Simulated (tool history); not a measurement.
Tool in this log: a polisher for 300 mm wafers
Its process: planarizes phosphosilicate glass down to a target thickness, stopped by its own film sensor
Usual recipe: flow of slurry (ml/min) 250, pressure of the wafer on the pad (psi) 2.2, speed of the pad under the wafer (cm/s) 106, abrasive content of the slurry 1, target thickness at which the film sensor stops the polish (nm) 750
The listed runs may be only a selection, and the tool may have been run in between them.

run,day,flow of slurry (ml/min),pressure of the wafer on the pad (psi),speed of the pad under the wafer (cm/s),abrasive content of the slurry,target thickness at which the film sensor stops the polish (nm),"incoming thickness of the incoming film, nm",time until the film sensor stopped the polish (s)
1,0,250,2.2,106,1,750,1213.4,87.2
# day 0.829: slurry nozzle cleaned
2,1.521,250,2.2,106,1,750,1225.3,89.6
# day 1.996: conditioning disc replaced and pad reconditioned
3,3.992,250,2.6,118,1.2,612,1198,70.4
4,5.392,250,1.9,106,1.1,631,1236.1,113.6
# day 7.279: worn pad replaced by a new one
5,8.246,250,2.2,106,1,750,1231.3,83.3
6,9.971,250,2.2,106,1,672,1225.6,98.4
# day 12.438: slurry blender recalibrated
7,12.725,250,2.2,106,1,750,1215.1,83.9
8,13.829,250,2.2,106,1.1,750,1210.4,78.5
# day 14.133: head pressure recalibrated
9,16.408,250,2.2,106,1,750,1243.6,91.5
# day 19.15: slurry nozzle cleaned
10,19.171,250,1.7,74,1,874,1196.5,99.6
# day 19.338: conditioning disc replaced and pad reconditioned
11,20.458,250,2.2,106,1,895,1216.5,55
12,22.938,315,2.2,76,1,750,1223.7,101.7
13,24.312,180,2.2,124,0.75,750,1200.9,82.6
14,26.662,285,2.2,132,0.85,912,1218.8,48.3
# day 27.029: worn pad replaced by a new one
15,30.512,250,2.2,106,1,750,1240.8,86.6
16,32.475,250,2,94,1,818,1219.8,85.1
# day 32.908: slurry blender recalibrated
17,33.671,185,2.2,106,1.1,869,1228.3,62.5
18,35.388,315,2.2,140,1,841,1209.6,54.8
19,38.329,250,2.2,106,1,750,1217.3,87.7
20,39.517,250,2.2,106,1,750,1210.4,90.8
# day 39.871: slurry nozzle cleaned
# day 40.479: conditioning disc replaced and pad reconditioned
21,41.221,330,2.2,106,1,750,1205.1,75.2
22,43.821,250,2.7,106,1.25,750,1222.4,58.4
23,45.221,250,2.2,80,1,750,1210.3,95.3
24,47.033,195,2.5,106,0.85,900,1229.2,55.3
# day 49.6: worn pad replaced by a new one
25,49.896,250,2.7,124,0.75,616,1200.8,86.7

Consider 4 possible next runs. They are alternatives, not a sequence: every one starts from the tool as it was left by run 25. What does each give?
A,49.912,250,2.2,106,1,750,1197.2,?
B,49.912,275,2.2,76,1.15,912,1197.2,?
C,49.912,250,2.2,106,1.1,599,1197.2,?
D,49.912,325,2.2,68,1,750,1197.2,?

run,time until the film sensor stopped the polish (s)
A,76.7
B,58.5
C,97.7
D,106.2
The same runs, with their run-to-run variation unchanged, on a tool lacking any hidden condition would have given:
run,time until the film sensor stopped the polish (s)
A,73.9
B,56.9
C,94
D,103.5
